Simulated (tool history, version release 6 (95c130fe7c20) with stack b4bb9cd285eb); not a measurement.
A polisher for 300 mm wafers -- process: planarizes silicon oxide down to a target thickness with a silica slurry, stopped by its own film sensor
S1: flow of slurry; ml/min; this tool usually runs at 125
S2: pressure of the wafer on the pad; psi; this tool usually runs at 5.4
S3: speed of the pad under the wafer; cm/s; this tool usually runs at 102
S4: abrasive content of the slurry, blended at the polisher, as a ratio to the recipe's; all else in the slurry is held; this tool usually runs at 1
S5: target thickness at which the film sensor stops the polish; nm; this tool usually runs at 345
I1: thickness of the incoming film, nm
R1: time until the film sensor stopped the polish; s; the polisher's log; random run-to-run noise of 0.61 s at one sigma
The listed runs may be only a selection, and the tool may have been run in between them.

Run 1, day 0: usual settings; I1 597.5. Result: R1 64.5 s.
Run 2, day 2.475: usual settings; I1 590.4. Result: R1 64.9 s.
At day 3.075: slurry nozzle cleaned.
At day 5.225: conditioning disc replaced and pad reconditioned.
Run 3, day 5.417: usual settings; I1 600.5. Result: R1 61.5 s.
Run 4, day 9.096: usual settings; I1 606.9. Result: R1 66.9 s.
At day 10.083: slurry blender recalibrated.
Run 5, day 12.6: usual settings; I1 605.2. Result: R1 66.6 s.
At day 14.396: worn pad replaced by a new one.
Run 6, day 16.217: usual settings; I1 597.9. Result: R1 64.9 s.
At day 22.054: conditioning disc replaced and pad reconditioned.
Run 7, day 24.196: usual settings but S5 368 nm; I1 600.2. Result: R1 66.7 s.
At day 24.417: head pressure recalibrated.
Run 8, day 26.3: usual settings but S5 368 nm; I1 605. Result: R1 68.2 s.
At day 27.017: slurry blender recalibrated.
Run 9, day 29.15: usual settings; I1 598. Result: R1 74.9 s.
Run 10, day 30.983: usual settings; I1 602.6. Result: R1 75.3 s.
At day 31.792: worn pad replaced by a new one.
At day 32.917: slurry nozzle cleaned.
At day 33.246: conditioning disc replaced and pad reconditioned, repeated, since the last time left the tool worse.
Run 11, day 35.1: usual settings; I1 603.5. Result: R1 63.2 s.
Run 12, day 36.733: usual settings; I1 596.2. Result: R1 62.7 s.
Run 13, day 39.667: usual settings; I1 601.3. Result: R1 63.4 s.
Run 14, day 42.817: usual settings but S2 6.7 psi, S3 136 cm/s, S4 0.75, S5 397 nm; I1 587.4. Result: R1 39.3 s.
At day 43.417: slurry blender recalibrated.
Run 15, day 45.029: usual settings but S1 170 ml/min, S2 4.2 psi, S4 1.2, S5 370 nm; I1 605.2. Result: R1 66.1 s.
Run 16, day 48.867: usual settings but S1 105 ml/min, S3 128 cm/s; I1 601.4. Result: R1 61.8 s.
At day 50.65: worn pad replaced by a new one.
At day 50.788: conditioning disc replaced and pad reconditioned.
Run 17, day 50.808: usual settings but S3 116 cm/s, S4 1.15, S5 432 nm; I1 601.3. Result: R1 35.5 s.
Run 18, day 56.338: usual settings but S5 392 nm; I1 591.5. Result: R1 50.2 s.
At day 59.133: slurry blender recalibrated.
Run 19, day 60.042: usual settings but S2 4.9 psi, S3 138 cm/s, S4 1.3, S5 420 nm; I1 604.5. Result: R1 39.3 s.
At day 60.638: slurry nozzle cleaned.
At day 63.05: head pressure recalibrated.
Run 20, day 63.875: usual settings but S1 95 ml/min, S3 126 cm/s; I1 599.8. Result: R1 63.8 s.
Run 21, day 66.942: usual settings; I1 600. Result: R1 67.1 s.
At day 68.621: conditioning disc replaced and pad reconditioned.
At day 68.854: worn pad replaced by a new one.
At day 76.967: slurry blender recalibrated.
Run 22, day 77.183: usual settings but S2 7.2 psi, S3 90 cm/s; I1 596.5. Result: R1 54.6 s.
Run 23, day 80.308: usual settings; I1 598.9. Result: R1 65.3 s.
Run 24, day 84.725: usual settings but S1 80 ml/min, S2 3.6 psi, S4 0.9; I1 609.5. Result: R1 113.5 s.
At day 86.429: conditioning disc replaced and pad reconditioned.
At day 87.071: worn pad replaced by a new one.
Run 25, day 87.092: usual settings but S1 95 ml/min, S2 4.8 psi, S3 130 cm/s, S4 0.8; I1 601.7. Result: R1 69.4 s.

4 ways to go on from here, each from the tool as it stands after run 25. What would each give?
Run A, day 87.108: usual settings; I1 611.8. Result: R1 ?.
Run B, day 87.108: usual settings but S4 1.2, S5 407 nm; I1 611.8. Result: R1 ?.
Run C, day 87.108: usual settings but S3 90 cm/s, S4 0.7; I1 611.8. Result: R1 ?.
Run D, day 87.108: usual settings but S3 120 cm/s, S5 308 nm; I1 611.8. Result: R1 ?.

run    R1
  A    63
  B  45.4
  C  76.8
  D  65.3
Take away the tool's hidden state, keep each run's random variation, and the runs would have read:
run    R1
  A    62
  B  44.7
  C  75.7
  D  64.2

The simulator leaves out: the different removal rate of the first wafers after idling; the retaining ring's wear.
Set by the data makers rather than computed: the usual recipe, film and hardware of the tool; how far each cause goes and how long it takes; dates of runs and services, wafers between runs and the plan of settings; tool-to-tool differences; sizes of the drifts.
